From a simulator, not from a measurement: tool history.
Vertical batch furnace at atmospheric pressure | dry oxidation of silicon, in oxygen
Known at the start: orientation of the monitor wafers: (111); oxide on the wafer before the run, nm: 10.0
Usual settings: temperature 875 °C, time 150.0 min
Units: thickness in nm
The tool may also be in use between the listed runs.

run	hour	temperature	time	read-back reference wafer on the same gauge, thickness	thickness
1	0.0	875	150.0	46.79	43.65
2	30.4	875	150.0	46.76	43.73
3	57.8	860	150.0	46.83	37.88
4	76.9	860	150.0	46.79	37.88
5	100.9	875	117.5	46.81	37.77
6	125.7	875	150.0	46.82	43.38
# hour 152.7: boat lift adjusted
7	153.2	875	150.0	46.82	43.38
8	174.9	875	150.0	46.81	43.49
# hour 178.2: gauge calibrated
# hour 209.9: thermocouples replaced and temperature profile calibrated
9	210.4	875	150.0	46.79	43.66
10	217.6	875	150.0	46.83	43.62
11	231.7	875	150.0	46.80	43.59
12	251.4	865	98.5	46.79	30.98
13	339.3	893	180.5	46.79	58.09
14	361.0	893	100.5	46.82	40.30
15	384.3	855	181.5	46.78	40.57
16	400.7	852	150.0	46.79	35.25
17	417.7	866	205.0	46.80	48.52
18	436.5	875	150.0	46.79	43.35
19	447.5	875	150.0	46.77	43.73
20	472.1	875	108.5	46.81	35.96
21	490.3	875	150.0	46.78	43.51

Forecast each of these 3 alternatives for the next run:
A	497.5	875	150.0	?	?
B	497.5	851	201.0	?	?
C	497.5	853	203.0	?	?

run	read-back reference wafer on the same gauge, thickness	thickness
A	46.81	43.61
B	46.81	41.57
C	46.81	42.63
Without the tool's hidden state the same runs would have given:
run	thickness
A	43.61
B	41.57
C	42.63
